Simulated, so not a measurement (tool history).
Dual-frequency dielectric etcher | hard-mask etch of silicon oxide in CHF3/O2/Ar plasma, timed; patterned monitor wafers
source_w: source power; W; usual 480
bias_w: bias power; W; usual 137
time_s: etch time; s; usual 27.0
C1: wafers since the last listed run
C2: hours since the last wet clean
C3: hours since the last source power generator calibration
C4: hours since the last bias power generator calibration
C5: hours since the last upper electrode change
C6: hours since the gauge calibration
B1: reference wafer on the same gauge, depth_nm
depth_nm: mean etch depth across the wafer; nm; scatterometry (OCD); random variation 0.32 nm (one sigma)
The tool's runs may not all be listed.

{"run": 1, "hour": 0.0, "source_w": 480, "bias_w": 137, "time_s": 27.0, "C1": 0, "C2": 425.7, "C3": 3519.5, "C4": 3061.8, "C5": 2753.4, "C6": 221.0, "B1": 39.62, "depth_nm": 44.58}
{"hour": 42.1, "done": "wet clean of the chamber"}
{"run": 2, "hour": 61.7, "source_w": 560, "bias_w": 137, "time_s": 27.0, "C1": 279, "C2": 19.6, "C3": 3581.2, "C4": 3123.5, "C5": 2815.1, "C6": 282.7, "B1": 39.75, "depth_nm": 50.07}
{"run": 3, "hour": 148.2, "source_w": 560, "bias_w": 137, "time_s": 27.0, "C1": 640, "C2": 106.1, "C3": 3667.7, "C4": 3210.0, "C5": 2901.6, "C6": 369.2, "B1": 39.68, "depth_nm": 49.64}
{"run": 4, "hour": 216.3, "source_w": 560, "bias_w": 137, "time_s": 27.0, "C1": 504, "C2": 174.2, "C3": 3735.8, "C4": 3278.1, "C5": 2969.7, "C6": 437.3, "B1": 39.72, "depth_nm": 48.96}
{"run": 5, "hour": 289.1, "source_w": 480, "bias_w": 137, "time_s": 27.0, "C1": 539, "C2": 247.0, "C3": 3808.6, "C4": 3350.9, "C5": 3042.5, "C6": 510.1, "B1": 39.72, "depth_nm": 46.35}
{"run": 6, "hour": 340.6, "source_w": 480, "bias_w": 137, "time_s": 27.0, "C1": 381, "C2": 298.5, "C3": 3860.1, "C4": 3402.4, "C5": 3094.0, "C6": 561.6, "B1": 39.67, "depth_nm": 46.35}
{"run": 7, "hour": 424.3, "source_w": 480, "bias_w": 137, "time_s": 27.0, "C1": 619, "C2": 382.2, "C3": 3943.8, "C4": 3486.1, "C5": 3177.7, "C6": 645.3, "B1": 39.69, "depth_nm": 45.54}
{"run": 8, "hour": 500.5, "source_w": 480, "bias_w": 129, "time_s": 27.0, "C1": 564, "C2": 458.4, "C3": 4020.0, "C4": 3562.3, "C5": 3253.9, "C6": 721.5, "B1": 39.71, "depth_nm": 44.61}
{"run": 9, "hour": 589.6, "source_w": 480, "bias_w": 137, "time_s": 27.0, "C1": 659, "C2": 547.5, "C3": 4109.1, "C4": 3651.4, "C5": 3343.0, "C6": 810.6, "B1": 39.75, "depth_nm": 44.94}
{"hour": 657.7, "done": "wet clean of the chamber"}
{"hour": 680.4, "done": "gauge calibrated"}
{"run": 10, "hour": 689.9, "source_w": 480, "bias_w": 137, "time_s": 27.0, "C1": 565, "C2": 32.2, "C3": 4209.4, "C4": 3751.7, "C5": 3443.3, "C6": 9.5, "B1": 39.69, "depth_nm": 47.1}
{"hour": 738.5, "done": "bias power generator calibrated"}
{"run": 11, "hour": 746.2, "source_w": 480, "bias_w": 129, "time_s": 27.0, "C1": 387, "C2": 88.5, "C3": 4265.7, "C4": 7.7, "C5": 3499.6, "C6": 65.8, "B1": 39.68, "depth_nm": 46.13}
{"run": 12, "hour": 839.3, "source_w": 480, "bias_w": 137, "time_s": 30.0, "C1": 689, "C2": 181.6, "C3": 4358.8, "C4": 100.8, "C5": 3592.7, "C6": 158.9, "B1": 39.64, "depth_nm": 51.71}
{"run": 13, "hour": 907.0, "source_w": 380, "bias_w": 117, "time_s": 29.0, "C1": 501, "C2": 249.3, "C3": 4426.5, "C4": 168.5, "C5": 3660.4, "C6": 226.6, "B1": 39.71, "depth_nm": 43.71}
{"hour": 1001.4, "done": "upper electrode replaced"}
{"run": 14, "hour": 1001.9, "source_w": 400, "bias_w": 137, "time_s": 27.0, "C1": 525, "C2": 344.2, "C3": 4521.4, "C4": 263.4, "C5": 0.5, "C6": 321.5, "B1": 39.72, "depth_nm": 42.79}
{"run": 15, "hour": 1090.1, "source_w": 480, "bias_w": 160, "time_s": 27.0, "C1": 653, "C2": 432.4, "C3": 4609.6, "C4": 351.6, "C5": 88.7, "C6": 409.7, "B1": 39.77, "depth_nm": 47.64}
{"hour": 1133.1, "done": "source power generator calibrated"}
{"hour": 1195.2, "done": "wet clean of the chamber"}
{"run": 16, "hour": 1195.7, "source_w": 480, "bias_w": 137, "time_s": 31.5, "C1": 574, "C2": 0.5, "C3": 62.6, "C4": 457.2, "C5": 194.3, "C6": 515.3, "B1": 39.66, "depth_nm": 55.52}
{"run": 17, "hour": 1388.7, "source_w": 390, "bias_w": 109, "time_s": 23.0, "C1": 1429, "C2": 193.5, "C3": 255.6, "C4": 650.2, "C5": 387.3, "C6": 708.3, "B1": 39.76, "depth_nm": 34.57}
{"run": 18, "hour": 1443.1, "source_w": 480, "bias_w": 137, "time_s": 27.0, "C1": 402, "C2": 247.9, "C3": 310.0, "C4": 704.6, "C5": 441.7, "C6": 762.7, "B1": 39.65, "depth_nm": 46.77}
{"run": 19, "hour": 1531.5, "source_w": 530, "bias_w": 137, "time_s": 22.0, "C1": 654, "C2": 336.3, "C3": 398.4, "C4": 793.0, "C5": 530.1, "C6": 851.1, "B1": 39.73, "depth_nm": 39.15}
{"run": 20, "hour": 1628.5, "source_w": 480, "bias_w": 137, "time_s": 30.5, "C1": 718, "C2": 433.3, "C3": 495.4, "C4": 890.0, "C5": 627.1, "C6": 948.1, "B1": 39.7, "depth_nm": 51.17}

Forecast each of these 4 alternatives for the next run:
{"run": "A", "hour": 1628.9, "source_w": 390, "bias_w": 137, "time_s": 27.0, "C1": 2, "C2": 433.7, "C3": 495.8, "C4": 890.4, "C5": 627.5, "C6": 948.5, "B1": "?", "depth_nm": "?"}
{"run": "B", "hour": 1628.9, "source_w": 480, "bias_w": 110, "time_s": 21.5, "C1": 2, "C2": 433.7, "C3": 495.8, "C4": 890.4, "C5": 627.5, "C6": 948.5, "B1": "?", "depth_nm": "?"}
{"run": "C", "hour": 1628.9, "source_w": 370, "bias_w": 137, "time_s": 23.5, "C1": 2, "C2": 433.7, "C3": 495.8, "C4": 890.4, "C5": 627.5, "C6": 948.5, "B1": "?", "depth_nm": "?"}
{"run": "D", "hour": 1628.9, "source_w": 480, "bias_w": 105, "time_s": 29.5, "C1": 2, "C2": 433.7, "C3": 495.8, "C4": 890.4, "C5": 627.5, "C6": 948.5, "B1": "?", "depth_nm": "?"}

run=A B1=39.73 depth_nm=42.53
run=B B1=39.73 depth_nm=34.08
run=C B1=39.73 depth_nm=36.38
run=D B1=39.73 depth_nm=46.17
Without the tool's hidden state the same runs would have given:
run=A depth_nm=44.30
run=B depth_nm=35.50
run=C depth_nm=37.89
run=D depth_nm=48.09
